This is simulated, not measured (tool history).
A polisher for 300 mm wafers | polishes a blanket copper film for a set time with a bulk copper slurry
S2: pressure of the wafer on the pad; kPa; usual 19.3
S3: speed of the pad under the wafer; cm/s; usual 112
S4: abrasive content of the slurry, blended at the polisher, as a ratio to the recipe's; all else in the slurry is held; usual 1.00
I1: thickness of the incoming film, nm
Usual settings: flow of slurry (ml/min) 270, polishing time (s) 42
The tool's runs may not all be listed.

{"run": 1, "hour": 0.0, "flow of slurry (ml/min)": 270, "S2": 19.3, "S3": 112, "S4": 1.0, "polishing time (s)": 49, "I1": 1949.7, "film removed (Å)": 5960}
{"run": 2, "hour": 25.7, "flow of slurry (ml/min)": 270, "S2": 19.3, "S3": 112, "S4": 1.0, "polishing time (s)": 49, "I1": 1948.8, "film removed (Å)": 6159}
{"run": 3, "hour": 75.2, "flow of slurry (ml/min)": 270, "S2": 19.3, "S3": 112, "S4": 1.0, "polishing time (s)": 49, "I1": 1943.7, "film removed (Å)": 6158}
{"hour": 99.8, "done": "head pressure recalibrated"}
{"hour": 113.0, "done": "slurry blender recalibrated"}
{"run": 4, "hour": 138.3, "flow of slurry (ml/min)": 270, "S2": 19.3, "S3": 100, "S4": 1.0, "polishing time (s)": 42, "I1": 1934.5, "film removed (Å)": 4327}
{"run": 5, "hour": 178.4, "flow of slurry (ml/min)": 270, "S2": 19.3, "S3": 100, "S4": 1.0, "polishing time (s)": 42, "I1": 1922.0, "film removed (Å)": 4424}
{"hour": 184.7, "done": "worn pad replaced by a new one"}
{"hour": 190.1, "done": "slurry nozzle cleaned"}
{"run": 6, "hour": 204.3, "flow of slurry (ml/min)": 270, "S2": 19.3, "S3": 100, "S4": 1.0, "polishing time (s)": 42, "I1": 1890.3, "film removed (Å)": 4431}
{"run": 7, "hour": 246.6, "flow of slurry (ml/min)": 270, "S2": 15.9, "S3": 112, "S4": 0.9, "polishing time (s)": 42, "I1": 1962.2, "film removed (Å)": 4056}
{"run": 8, "hour": 301.6, "flow of slurry (ml/min)": 270, "S2": 19.3, "S3": 112, "S4": 1.0, "polishing time (s)": 42, "I1": 1918.8, "film removed (Å)": 4852}
{"run": 9, "hour": 348.1, "flow of slurry (ml/min)": 270, "S2": 19.3, "S3": 112, "S4": 1.0, "polishing time (s)": 42, "I1": 1906.8, "film removed (Å)": 4872}
{"run": 10, "hour": 377.8, "flow of slurry (ml/min)": 270, "S2": 19.3, "S3": 112, "S4": 1.0, "polishing time (s)": 42, "I1": 1931.7, "film removed (Å)": 4904}
{"run": 11, "hour": 412.4, "flow of slurry (ml/min)": 270, "S2": 19.3, "S3": 138, "S4": 1.0, "polishing time (s)": 42, "I1": 1926.2, "film removed (Å)": 5800}
{"run": 12, "hour": 456.5, "flow of slurry (ml/min)": 270, "S2": 14.5, "S3": 112, "S4": 1.0, "polishing time (s)": 42, "I1": 1951.0, "film removed (Å)": 3804}
{"run": 13, "hour": 527.0, "flow of slurry (ml/min)": 270, "S2": 15.2, "S3": 134, "S4": 1.0, "polishing time (s)": 42, "I1": 1957.8, "film removed (Å)": 4772}
{"hour": 540.6, "done": "slurry blender recalibrated"}
{"run": 14, "hour": 566.9, "flow of slurry (ml/min)": 270, "S2": 19.3, "S3": 112, "S4": 1.0, "polishing time (s)": 42, "I1": 1933.0, "film removed (Å)": 5096}
{"hour": 586.2, "done": "worn pad replaced by a new one"}
{"run": 15, "hour": 597.8, "flow of slurry (ml/min)": 270, "S2": 19.3, "S3": 112, "S4": 1.0, "polishing time (s)": 42, "I1": 1925.4, "film removed (Å)": 5234}
{"hour": 640.7, "done": "head pressure recalibrated"}
{"run": 16, "hour": 646.9, "flow of slurry (ml/min)": 270, "S2": 19.3, "S3": 112, "S4": 1.0, "polishing time (s)": 42, "I1": 1958.8, "film removed (Å)": 4674}
{"run": 17, "hour": 686.1, "flow of slurry (ml/min)": 270, "S2": 19.3, "S3": 140, "S4": 1.0, "polishing time (s)": 42, "I1": 1945.7, "film removed (Å)": 5632}
{"run": 18, "hour": 721.7, "flow of slurry (ml/min)": 270, "S2": 19.3, "S3": 96, "S4": 0.85, "polishing time (s)": 42, "I1": 1963.3, "film removed (Å)": 4122}
{"run": 19, "hour": 753.1, "flow of slurry (ml/min)": 270, "S2": 19.3, "S3": 112, "S4": 1.0, "polishing time (s)": 42, "I1": 1929.5, "film removed (Å)": 4747}
{"run": 20, "hour": 804.2, "flow of slurry (ml/min)": 355, "S2": 19.3, "S3": 102, "S4": 1.0, "polishing time (s)": 42, "I1": 1946.4, "film removed (Å)": 4741}
{"run": 21, "hour": 854.1, "flow of slurry (ml/min)": 270, "S2": 13.8, "S3": 78, "S4": 0.75, "polishing time (s)": 56, "I1": 1899.3, "film removed (Å)": 3639}
{"run": 22, "hour": 914.0, "flow of slurry (ml/min)": 270, "S2": 19.3, "S3": 86, "S4": 1.15, "polishing time (s)": 42, "I1": 1955.2, "film removed (Å)": 4374}
{"hour": 929.4, "done": "worn pad replaced by a new one"}
{"run": 23, "hour": 941.2, "flow of slurry (ml/min)": 270, "S2": 14.5, "S3": 112, "S4": 1.0, "polishing time (s)": 42, "I1": 1933.1, "film removed (Å)": 3832}
{"run": 24, "hour": 1010.8, "flow of slurry (ml/min)": 175, "S2": 22.1, "S3": 112, "S4": 1.0, "polishing time (s)": 42, "I1": 1951.4, "film removed (Å)": 5268}
{"hour": 1013.7, "done": "slurry blender recalibrated"}
{"run": 25, "hour": 1054.5, "flow of slurry (ml/min)": 240, "S2": 19.3, "S3": 112, "S4": 1.0, "polishing time (s)": 42, "I1": 1942.8, "film removed (Å)": 5033}
{"run": 26, "hour": 1125.0, "flow of slurry (ml/min)": 270, "S2": 19.3, "S3": 112, "S4": 0.85, "polishing time (s)": 53, "I1": 1901.9, "film removed (Å)": 6270}
{"hour": 1150.1, "done": "slurry nozzle cleaned"}
{"run": 27, "hour": 1173.0, "flow of slurry (ml/min)": 235, "S2": 19.3, "S3": 112, "S4": 0.9, "polishing time (s)": 42, "I1": 1943.1, "film removed (Å)": 5013}
{"hour": 1199.7, "done": "head pressure recalibrated"}
{"run": 28, "hour": 1244.4, "flow of slurry (ml/min)": 270, "S2": 15.9, "S3": 112, "S4": 1.0, "polishing time (s)": 42, "I1": 1912.6, "film removed (Å)": 3964}
{"run": 29, "hour": 1274.6, "flow of slurry (ml/min)": 270, "S2": 19.3, "S3": 112, "S4": 1.1, "polishing time (s)": 42, "I1": 1910.2, "film removed (Å)": 5031}
{"hour": 1315.5, "done": "worn pad replaced by a new one"}
{"run": 30, "hour": 1363.5, "flow of slurry (ml/min)": 270, "S2": 19.3, "S3": 112, "S4": 1.0, "polishing time (s)": 42, "I1": 1911.0, "film removed (Å)": 4698}

Hidden state or all else? Some run-to-run changes of film removed (Å), split into what the settings, what came in and random variation would give without the hidden state, and what is left for the hidden state (with any gauge scatter that isn't in both results):
The hidden state here: removal rate lost through wear of the pad, %; slurry flow missing at the pad, %; deviation of the head's pressure from its setpoint, %; abrasive missing from the slurry, %.
Run 3 -> 4: S3 112 -> 100, polishing time (s) 49 -> 42, head pressure recalibrated, slurry blender recalibrated. film removed (Å) -1831: hidden state -627, all else -1204.
Run 11 -> 12: S2 19.3 -> 14.5, S3 138 -> 112. film removed (Å) -1996: hidden state -21, all else -1975.
Run 15 -> 16: head pressure recalibrated. film removed (Å) -560: hidden state -470, all else -90.
Run 17 -> 18: S3 140 -> 96, S4 1.00 -> 0.85. film removed (Å) -1510: hidden state +12, all else -1522.
Run 27 -> 28: flow of slurry (ml/min) 235 -> 270, S2 19.3 -> 15.9, S4 0.90 -> 1.00, head pressure recalibrated. film removed (Å) -1049: hidden state -511, all else -538.
